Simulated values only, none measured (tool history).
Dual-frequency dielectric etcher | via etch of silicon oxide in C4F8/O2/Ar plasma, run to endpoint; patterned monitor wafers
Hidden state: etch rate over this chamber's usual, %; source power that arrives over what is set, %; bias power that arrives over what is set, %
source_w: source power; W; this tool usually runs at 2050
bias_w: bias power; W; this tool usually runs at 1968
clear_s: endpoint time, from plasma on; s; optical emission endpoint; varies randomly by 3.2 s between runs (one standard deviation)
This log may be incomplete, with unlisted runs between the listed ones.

run,hour,source_w,bias_w,wafers since the last listed run,hours since the last wet clean,hours since the last source power generator calibration,hours since the last bias power generator calibration,hours since the last upper electrode change,"incoming incoming film thickness, nm",clear_s
1,0,2050,1968,0,120.4,1189.1,3402.2,3808,2174.6,479.3
2,98.3,2050,1968,296,218.7,1287.4,3500.5,3906.3,2167.3,482.9
# hour 264.3: wet clean of the chamber
3,380,1710,1736,776,115.7,1569.1,3782.2,4188,2164.2,521.3
4,432.6,1710,1736,158,168.3,1621.7,3834.8,4240.6,2175.8,521.9
5,539.2,1710,1736,321,274.9,1728.3,3941.4,4347.2,2173.5,531.4
6,634.8,2050,2145,287,370.5,1823.9,4037,4442.8,2195.3,484.3
# hour 699.2: wet clean of the chamber
7,699.7,2050,1968,123,0.5,1888.8,4101.9,4507.7,2179.8,442
8,717.4,2050,1968,53,18.2,1906.5,4119.6,4525.4,2189.7,443.2
9,820.6,2050,1968,310,121.4,2009.7,4222.8,4628.6,2201.8,455.4
10,874.2,2050,1968,161,175,2063.3,4276.4,4682.2,2194.5,457.7
# hour 982.4: wet clean of the chamber, repeated, since the last time left the tool worse
11,982.9,2050,1968,255,0.5,2172,4385.1,4790.9,2178.8,473.1
# hour 1026.9: source power generator calibrated
# hour 1051.2: bias power generator calibrated
12,1061.5,2050,1968,212,79.1,34.6,10.3,4869.5,2169.1,474.8
13,1165.4,2460,2279,313,183,138.5,114.2,4973.4,2181.2,435.6
14,1201.9,2510,1746,109,219.5,175,150.7,5009.9,2164.8,463.6
15,1265.4,1770,2100,191,283,238.5,214.2,5073.4,2198.2,507.3
16,1341.1,1650,1738,228,358.7,314.2,289.9,5149.1,2214,542.9
# hour 1376.4: wet clean of the chamber
17,1449.1,2050,1968,253,72.7,422.2,397.9,5257.1,2180,476.6
18,1535,2050,1968,258,158.6,508.1,483.8,5343,2202.5,487.6
# hour 1566.4: upper electrode replaced
19,1617.4,1580,1564,175,241,590.5,566.2,51,2191,559.2
20,1715.8,2050,1709,296,339.4,688.9,664.6,149.4,2184.2,509.6
# hour 1779.3: wet clean of the chamber
21,1779.8,2270,2308,120,0.5,752.9,728.6,213.4,2189.4,443.2
22,1845.9,1690,1649,199,66.6,819,794.7,279.5,2214.3,534
23,1897.6,1830,1659,155,118.3,870.7,846.4,331.2,2163.5,516.5
24,1981.1,2050,1968,251,201.8,954.2,929.9,414.7,2192.2,488.5
25,2052.4,2050,1968,214,273.1,1025.5,1001.2,486,2205.4,500.6

Here are 5 independent what-if runs from the current tool condition. What would each one return?
A,2052.9,2050,2132,1,273.6,1026,1001.7,486.5,2214,?
B,2052.9,2360,2091,1,273.6,1026,1001.7,486.5,2214,?
C,2052.9,2320,2354,1,273.6,1026,1001.7,486.5,2214,?
D,2052.9,1710,2186,1,273.6,1026,1001.7,486.5,2214,?
E,2052.9,2240,1968,1,273.6,1026,1001.7,486.5,2214,?

run,clear_s
A,485.1
B,464.8
C,454.6
D,511.6
E,479.7
Had the tool no hidden state, the same runs would have come out as:
run,clear_s
A,470.5
B,450.8
C,440.9
D,496.2
E,465.2

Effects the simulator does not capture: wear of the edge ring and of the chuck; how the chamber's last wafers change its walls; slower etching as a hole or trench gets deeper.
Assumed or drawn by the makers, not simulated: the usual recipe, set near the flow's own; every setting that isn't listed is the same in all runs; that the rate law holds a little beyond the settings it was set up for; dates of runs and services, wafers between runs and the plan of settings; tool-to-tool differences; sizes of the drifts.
